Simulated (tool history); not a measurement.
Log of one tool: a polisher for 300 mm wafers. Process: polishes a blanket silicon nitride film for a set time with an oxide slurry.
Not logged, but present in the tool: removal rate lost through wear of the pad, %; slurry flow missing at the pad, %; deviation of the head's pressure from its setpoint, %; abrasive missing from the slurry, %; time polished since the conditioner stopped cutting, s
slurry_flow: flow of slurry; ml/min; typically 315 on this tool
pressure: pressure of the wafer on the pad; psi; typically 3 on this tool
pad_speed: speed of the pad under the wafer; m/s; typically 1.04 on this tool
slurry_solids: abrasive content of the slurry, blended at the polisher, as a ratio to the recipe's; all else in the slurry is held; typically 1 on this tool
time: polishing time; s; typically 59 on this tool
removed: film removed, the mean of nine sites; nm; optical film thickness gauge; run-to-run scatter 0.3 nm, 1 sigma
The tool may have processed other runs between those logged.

| run | hour | slurry_flow | pressure | pad_speed | slurry_solids | time | wafers since the last listed run | wafers polished on this pad | hours since the slurry nozzle was cleaned | hours since the head pressure was calibrated | hours since the slurry blender was calibrated | hours since the conditioning disc was replaced | incoming thickness of the incoming film, nm | removed |
|---|---|---|---|---|---|---|---|---|---|---|---|---|---|---|
| 1 | 0 | 350 | 3 | 1.04 | 1 | 59 | 0 | 812 | 362.6 | 108.5 | 179.7 | 173.7 | 631.3 | 32.7 |
| 2 | 65.5 | 350 | 3 | 1.04 | 1 | 59 | 715 | 1528 | 428.1 | 174 | 245.2 | 239.2 | 636.6 | 33 |
| 3 | 122.3 | 315 | 3 | 1.04 | 1 | 73 | 620 | 2149 | 484.9 | 230.8 | 302 | 296 | 624.6 | 40.1 |
| 4 | 185.2 | 315 | 3 | 1.04 | 0.9 | 59 | 687 | 2836 | 547.8 | 293.7 | 364.9 | 358.9 | 633.3 | 29.3 |
| 5 | 217.5 | 315 | 3 | 1.04 | 1 | 59 | 352 | 3189 | 580.1 | 326 | 397.2 | 391.2 | 626.2 | 31.8 |
| 6 | 245.9 | 315 | 3 | 1.04 | 1 | 59 | 310 | 3499 | 608.5 | 354.4 | 425.6 | 419.6 | 637.7 | 32.1 |
|  | 265.6 | conditioning disc replaced and pad reconditioned |
| 7 | 291.9 | 315 | 3 | 1.04 | 1 | 59 | 480 | 3980 | 654.5 | 400.4 | 471.6 | 26.3 | 634.5 | 32 |
|  | 325.8 | slurry blender recalibrated |
| 8 | 326.3 | 415 | 3 | 0.8 | 1.25 | 46 | 354 | 4334 | 688.9 | 434.8 | 0.5 | 60.7 | 643.5 | 23.8 |
|  | 344.1 | slurry nozzle cleaned |
| 9 | 362 | 235 | 3.3 | 1.04 | 1 | 59 | 379 | 4713 | 17.9 | 470.5 | 36.2 | 96.4 | 626.5 | 35.3 |
| 10 | 390.5 | 250 | 3 | 1.04 | 1 | 59 | 311 | 5025 | 46.4 | 499 | 64.7 | 124.9 | 634 | 32.5 |
|  | 399.3 | worn pad replaced by a new one |
| 11 | 446.9 | 315 | 3 | 1.04 | 1 | 53 | 572 | 520 | 102.8 | 555.4 | 121.1 | 181.3 | 621 | 29.7 |
| 12 | 499 | 315 | 3 | 1.04 | 1 | 59 | 569 | 1089 | 154.9 | 607.5 | 173.2 | 233.4 | 627.6 | 33.1 |
| 13 | 567.3 | 315 | 3 | 0.92 | 1 | 59 | 746 | 1836 | 223.2 | 675.8 | 241.5 | 301.7 | 632.4 | 29.2 |
|  | 615.1 | head pressure recalibrated |
| 14 | 618.7 | 380 | 2.4 | 0.9 | 1 | 59 | 539 | 2375 | 274.6 | 3.6 | 292.9 | 353.1 | 637.5 | 23.9 |
| 15 | 660.9 | 315 | 3 | 1.04 | 1 | 59 | 461 | 2837 | 316.8 | 45.8 | 335.1 | 395.3 | 630.3 | 32 |
| 16 | 729.1 | 235 | 3.3 | 1.04 | 1 | 59 | 745 | 3582 | 385 | 114 | 403.3 | 463.5 | 638 | 34.5 |
|  | 778.2 | slurry blender recalibrated |
|  | 778.3 | conditioning disc replaced and pad reconditioned |
| 17 | 799.6 | 315 | 3 | 1.38 | 0.85 | 59 | 747 | 4329 | 455.5 | 184.5 | 21.4 | 21.3 | 623.1 | 34.3 |
| 18 | 825.5 | 210 | 3 | 1.3 | 1 | 59 | 283 | 4612 | 481.4 | 210.4 | 47.3 | 47.2 | 620.2 | 36.9 |
| 19 | 886.3 | 315 | 3 | 1.04 | 1 | 59 | 664 | 5277 | 542.2 | 271.2 | 108.1 | 108 | 629.9 | 31.8 |
| 20 | 950.4 | 315 | 2 | 1.04 | 1 | 59 | 700 | 5977 | 606.3 | 335.3 | 172.2 | 172.1 | 631.3 | 21.7 |
|  | 963.1 | worn pad replaced by a new one |
| 21 | 1019.1 | 395 | 2.3 | 1.04 | 1 | 59 | 706 | 612 | 675 | 404 | 240.9 | 240.8 | 622 | 25.4 |
|  | 1061.7 | slurry nozzle cleaned |
| 22 | 1072.6 | 270 | 3.8 | 1.24 | 1.2 | 59 | 573 | 1185 | 10.9 | 457.5 | 294.4 | 294.3 | 636.1 | 53.3 |
| 23 | 1103 | 315 | 3 | 0.84 | 1 | 59 | 332 | 1517 | 41.3 | 487.9 | 324.8 | 324.7 | 638.8 | 27.7 |
| 24 | 1135 | 215 | 3 | 1.36 | 0.8 | 45 | 349 | 1867 | 73.3 | 519.9 | 356.8 | 356.7 | 638.2 | 24 |
| 25 | 1182.1 | 315 | 3 | 1.04 | 1 | 59 | 514 | 2382 | 120.4 | 567 | 403.9 | 403.8 | 622.7 | 32.7 |
| 26 | 1220.3 | 315 | 3.9 | 1.04 | 0.85 | 59 | 417 | 2799 | 158.6 | 605.2 | 442.1 | 442 | 626.2 | 36.1 |
| 27 | 1283.3 | 395 | 3 | 1.04 | 1.1 | 59 | 688 | 3488 | 221.6 | 668.2 | 505.1 | 505 | 636.2 | 35.1 |

Alternative continuations, all from the tool just after run 27; predict every row:
| A | 1283.7 | 315 | 3 | 1.04 | 1 | 59 | 4 | 3492 | 222 | 668.6 | 505.5 | 505.4 | 624.9 | ? |
| B | 1283.7 | 315 | 2.4 | 1.18 | 1 | 42 | 4 | 3492 | 222 | 668.6 | 505.5 | 505.4 | 624.9 | ? |
| C | 1283.7 | 315 | 2.4 | 1.04 | 0.8 | 59 | 4 | 3492 | 222 | 668.6 | 505.5 | 505.4 | 624.9 | ? |

| run | removed |
|---|---|
| A | 32.5 |
| B | 20.9 |
| C | 21.5 |
Had the tool no hidden state, the same runs would have come out as:
| run | removed |
|---|---|
| A | 33 |
| B | 21.2 |
| C | 21.8 |
